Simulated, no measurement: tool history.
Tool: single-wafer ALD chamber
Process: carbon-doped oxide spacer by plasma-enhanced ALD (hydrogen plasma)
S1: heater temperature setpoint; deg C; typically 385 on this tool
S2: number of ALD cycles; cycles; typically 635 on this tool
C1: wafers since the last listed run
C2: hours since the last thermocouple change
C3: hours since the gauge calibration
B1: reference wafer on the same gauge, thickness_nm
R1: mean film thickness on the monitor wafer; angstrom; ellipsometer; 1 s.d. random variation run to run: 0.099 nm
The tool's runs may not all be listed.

run	hour	S1	S2	C1	C2	C3	B1	R1
1	0.0	394	600	0	2199.9	148.3	28.446	267.63
2	35.5	394	600	17	2235.4	183.8	28.356	266.75
3	90.2	385	571	27	2290.1	238.5	28.320	252.22
4	160.3	385	571	35	2360.2	308.6	28.238	251.88
5	219.2	385	571	29	2419.1	367.5	28.200	252.64
6	266.5	385	635	23	2466.4	414.8	28.172	280.18
7	322.1	391	635	28	2522.0	470.4	28.131	279.40
8	374.7	391	635	26	2574.6	523.0	28.105	279.27
# hour 405.8: thermocouple changed; heater temperature recalibrated
9	406.3	391	635	11	0.5	554.6	28.121	278.83
10	468.3	385	544	31	62.5	616.6	28.101	238.25
11	531.6	385	635	31	125.8	679.9	28.048	278.90
# hour 572.2: gauge calibrated
12	583.7	385	635	26	177.9	11.5	28.984	286.18
13	654.8	385	635	35	249.0	82.6	28.791	285.28
14	714.2	373	560	29	308.4	142.0	28.605	250.14
15	765.2	385	635	25	359.4	193.0	28.552	282.54
16	827.7	372	742	31	421.9	255.5	28.502	331.96
17	896.5	393	603	34	490.7	324.3	28.418	267.21
18	944.8	385	680	24	539.0	372.6	28.358	300.90

Here are 3 independent what-if runs from the current tool condition. What would each one return?
A	946.2	385	635	0	540.4	374.0	?	?
B	946.2	374	560	0	540.4	374.0	?	?
C	946.2	396	735	0	540.4	374.0	?	?

run	B1	R1
A	28.387	284.19
B	28.387	250.63
C	28.387	328.95
What these runs would have given with no unlogged condition in the tool:
run	R1
A	289.46
B	255.27
C	335.04
